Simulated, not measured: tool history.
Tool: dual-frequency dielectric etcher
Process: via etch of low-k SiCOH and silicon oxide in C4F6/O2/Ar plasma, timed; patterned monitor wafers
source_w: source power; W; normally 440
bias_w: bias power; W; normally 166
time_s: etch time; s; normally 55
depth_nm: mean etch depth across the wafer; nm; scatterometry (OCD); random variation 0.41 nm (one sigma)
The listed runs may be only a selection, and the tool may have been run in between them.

run	hour	source_w	bias_w	time_s	wafers since the last listed run	hours since the last wet clean	hours since the last source power generator calibration	hours since the last bias power generator calibration	hours since the last upper electrode change	hours since the gauge calibration	read-back reference wafer on the same gauge, depth_nm	depth_nm
1	0.0	440	166	63	0	583.2	3770.9	2109.3	4997.2	63.0	118.1	139.2
2	8.2	440	166	55	134	591.4	3779.1	2117.5	5005.4	71.2	118.0	121.0
3	20.4	440	166	55	199	603.6	3791.3	2129.7	5017.6	83.4	117.9	120.4
# hour 53.7: wet clean of the chamber
4	54.2	440	166	55	160	0.5	3825.1	2163.5	5051.4	117.2	117.9	129.0
5	54.6	440	166	55	6	0.9	3825.5	2163.9	5051.8	117.6	118.1	129.1
6	55.8	500	166	55	19	2.1	3826.7	2165.1	5053.0	118.8	118.2	133.0
7	71.3	500	166	55	253	17.6	3842.2	2180.6	5068.5	134.3	118.1	132.7
# hour 98.2: upper electrode replaced
8	98.7	500	166	55	55	45.0	3869.6	2208.0	0.5	161.7	118.0	131.5
9	99.1	440	166	55	6	45.4	3870.0	2208.4	0.9	162.1	118.0	128.7
# hour 100.4: gauge calibrated
10	105.2	440	166	55	99	51.5	3876.1	2214.5	7.0	4.8	118.2	129.0
11	113.7	520	195	55	139	60.0	3884.6	2223.0	15.5	13.3	117.9	142.3

For run 12, what comes out?
# hour 119.9: source power generator calibrated
12	125.2	380	181	63	122	71.5	5.3	2234.5	27.0	24.8	?	?

Run 12 came out at read-back reference wafer on the same gauge, depth_nm 118.1, depth_nm 147.3 nm.
Take away the tool's hidden state, keep the run-to-run variation as it was, and the same run would have given depth_nm 148.3 nm.
